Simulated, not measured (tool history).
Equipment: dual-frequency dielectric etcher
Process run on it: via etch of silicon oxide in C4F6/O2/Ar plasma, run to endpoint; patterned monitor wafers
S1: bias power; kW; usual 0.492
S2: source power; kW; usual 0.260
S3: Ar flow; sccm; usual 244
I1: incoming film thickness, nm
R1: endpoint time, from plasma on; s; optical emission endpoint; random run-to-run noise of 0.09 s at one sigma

| run | day | S1 | S2 | S3 | I1 | R1 |
|---|---|---|---|---|---|---|
| 1 | 0.000 | 0.492 | 0.260 | 244 | 119.2 | 30.7 |
| 2 | 0.654 | 0.492 | 0.260 | 244 | 119.8 | 30.8 |
| 3 | 1.804 | 0.492 | 0.260 | 244 | 117.8 | 30.4 |
|  | 2.046 | bias power generator calibrated |
| 4 | 2.167 | 0.492 | 0.260 | 244 | 118.0 | 30.4 |
| 5 | 2.638 | 0.492 | 0.260 | 244 | 118.2 | 30.6 |
| 6 | 3.117 | 0.492 | 0.260 | 244 | 117.3 | 30.4 |
| 7 | 3.562 | 0.559 | 0.280 | 244 | 117.6 | 28.2 |
| 8 | 3.942 | 0.393 | 0.260 | 264 | 117.7 | 32.8 |
| 9 | 4.592 | 0.526 | 0.260 | 244 | 119.3 | 30.3 |
| 10 | 5.338 | 0.492 | 0.210 | 290 | 118.4 | 35.5 |
| 11 | 5.912 | 0.554 | 0.260 | 200 | 117.8 | 28.7 |
|  | 7.254 | wet clean of the chamber |
| 12 | 7.275 | 0.492 | 0.230 | 199 | 118.3 | 31.2 |
| 13 | 7.292 | 0.492 | 0.210 | 244 | 119.0 | 34.1 |
| 14 | 7.304 | 0.492 | 0.260 | 189 | 119.0 | 29.0 |
| 15 | 7.583 | 0.574 | 0.310 | 273 | 118.5 | 26.5 |
| 16 | 7.988 | 0.418 | 0.310 | 261 | 119.1 | 29.2 |
| 17 | 8.417 | 0.492 | 0.260 | 244 | 117.4 | 29.8 |
|  | 8.700 | Ar flow controller replaced |
|  | 8.767 | source power generator calibrated |
| 18 | 9.046 | 0.604 | 0.260 | 204 | 118.4 | 27.5 |
| 19 | 9.550 | 0.492 | 0.260 | 189 | 119.1 | 29.2 |
| 20 | 10.121 | 0.540 | 0.290 | 244 | 118.3 | 27.7 |
|  | 11.146 | upper electrode replaced |
| 21 | 11.167 | 0.492 | 0.280 | 244 | 117.6 | 28.8 |
| 22 | 11.850 | 0.492 | 0.260 | 244 | 118.5 | 30.2 |
| 23 | 12.496 | 0.431 | 0.310 | 244 | 118.5 | 28.5 |
| 24 | 13.208 | 0.378 | 0.210 | 244 | 117.2 | 36.5 |
| 25 | 13.558 | 0.427 | 0.260 | 281 | 118.5 | 32.3 |
| 26 | 14.238 | 0.611 | 0.280 | 185 | 117.3 | 25.8 |
| 27 | 14.838 | 0.420 | 0.230 | 280 | 118.2 | 34.4 |
| 28 | 15.233 | 0.597 | 0.260 | 244 | 118.2 | 28.6 |

Run 29 has not been measured yet. What should we expect?
| 29 | 15.771 | 0.492 | 0.220 | 225 | 118.5 | ? |

{"run 29": {"R1": 33.0}}
On a tool with no hidden condition, and with the same random variation, this run would have come out at R1 32.6 s.

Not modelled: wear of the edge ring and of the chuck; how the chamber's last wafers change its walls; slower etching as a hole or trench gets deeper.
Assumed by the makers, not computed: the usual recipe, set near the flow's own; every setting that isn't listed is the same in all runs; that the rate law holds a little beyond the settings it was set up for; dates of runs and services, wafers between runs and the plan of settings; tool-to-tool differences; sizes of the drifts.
